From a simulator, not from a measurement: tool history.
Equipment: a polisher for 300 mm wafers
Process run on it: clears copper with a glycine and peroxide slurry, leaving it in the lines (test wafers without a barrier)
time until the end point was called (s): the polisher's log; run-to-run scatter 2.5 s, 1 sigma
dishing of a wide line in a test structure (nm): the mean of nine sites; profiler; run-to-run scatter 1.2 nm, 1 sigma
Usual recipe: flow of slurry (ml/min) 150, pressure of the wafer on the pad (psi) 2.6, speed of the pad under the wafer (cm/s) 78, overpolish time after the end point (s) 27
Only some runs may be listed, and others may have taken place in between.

run   hour  flow of slurry (ml/min)  pressure of the wafer on the pad (psi)  speed of the pad under the wafer (cm/s)  overpolish time after the end point (s)  incoming thickness of the incoming film, nm  time until the end point was called (s)  dishing of a wide line in a test structure (nm)
  1    0.0                      150                                     2.6                                       78                                       27                                        536.0                                    147.5                                             48.6
  2   17.6                      150                                     2.6                                       78                                       27                                        536.1                                    147.7                                             47.5
  3   29.4                      150                                     2.6                                       78                                       27                                        533.2                                    145.1                                             48.8
  4   45.7                      150                                     2.6                                       78                                       27                                        539.9                                    144.2                                             46.8
  5   58.9                      150                                     2.6                                       78                                       27                                        541.5                                    144.4                                             47.5
  6   72.9                      150                                     2.6                                       78                                       27                                        534.2                                    145.7                                             46.4
  7   84.2                      150                                     3.1                                       78                                       21                                        549.1                                    132.3                                             44.9
  8  107.4                      150                                     3.1                                       78                                       21                                        535.0                                    133.6                                             43.5
  9  120.4                      150                                     2.6                                       98                                       27                                        538.4                                    123.9                                             54.5
 10  138.1                      150                                     2.6                                       78                                       27                                        530.2                                    144.7                                             51.8
 11  149.9                      150                                     2.6                                       78                                       27                                        549.7                                    150.3                                             47.4
 12  166.9                      150                                     2.6                                       78                                       27                                        535.6                                    140.9                                             49.3
     171.4  -- worn pad replaced by a new one
 13  181.8                      165                                     2.6                                       78                                       27                                        532.4                                    141.0                                             49.5
     191.1  -- slurry nozzle cleaned
 14  195.3                      165                                     2.6                                       78                                       27                                        541.1                                    144.6                                             49.5
     199.1  -- head pressure recalibrated
 15  201.7                      150                                     2.6                                       78                                       27                                        543.0                                    141.9                                             49.0
 16  219.1                      150                                     2.1                                       78                                       27                                        542.1                                    166.6                                             45.4
 17  227.3                      150                                     2.6                                       78                                       27                                        536.4                                    150.7                                             47.5
 18  235.5                      150                                     2.6                                       78                                       27                                        543.2                                    145.4                                             45.8
 19  242.9                      150                                     2.6                                       78                                       39                                        534.0                                    150.9                                             56.7
 20  251.0                      150                                     2.6                                       78                                       27                                        534.9                                    143.9                                             48.5
 21  264.0                      150                                     2.6                                       78                                       27                                        548.9                                    147.4                                             48.0
 22  271.7                      150                                     2.6                                       66                                       27                                        542.6                                    165.8                                             48.5
 23  283.9                      125                                     1.8                                      102                                       23                                        538.1                                    153.4                                             43.9
 24  294.5                      100                                     2.6                                       98                                       27                                        542.2                                    137.3                                             49.4
 25  307.5                      150                                     3.3                                       96                                       27                                        542.9                                    110.2                                             54.9
 26  321.8                      150                                     1.8                                       56                                       40                                        540.2                                    216.3                                             51.3
 27  334.8                      150                                     3.2                                       52                                       27                                        531.3                                    168.8                                             46.5
 28  350.6                      150                                     2.6                                       70                                       27                                        533.6                                    157.7                                             46.2
 29  367.5                      195                                     2.0                                       66                                       19                                        540.3                                    171.0                                             34.8

Here are 5 independent what-if runs from the current tool condition. What would each one return?
  A  368.0                      150                                     3.3                                       78                                       27                                        543.8                                        ?                                                ?
  B  368.0                      185                                     2.0                                       66                                       42                                        543.8                                        ?                                                ?
  C  368.0                      120                                     2.6                                      104                                       27                                        543.8                                        ?                                                ?
  D  368.0                      150                                     1.8                                       58                                       19                                        543.8                                        ?                                                ?
  E  368.0                      150                                     2.6                                       78                                       21                                        543.8                                        ?                                                ?

run  time until the end point was called (s)  dishing of a wide line in a test structure (nm)
  A                                    127.0                                             51.8
  B                                    177.4                                             55.7
  C                                    124.8                                             51.2
  D                                    207.4                                             31.2
  E                                    145.3                                             41.9
Without the tool's unlogged condition, the same runs would have read:
run  time until the end point was called (s)  dishing of a wide line in a test structure (nm)
  A                                    127.0                                             51.8
  B                                    177.4                                             55.7
  C                                    124.8                                             51.2
  D                                    207.4                                             31.2
  E                                    145.3                                             41.9
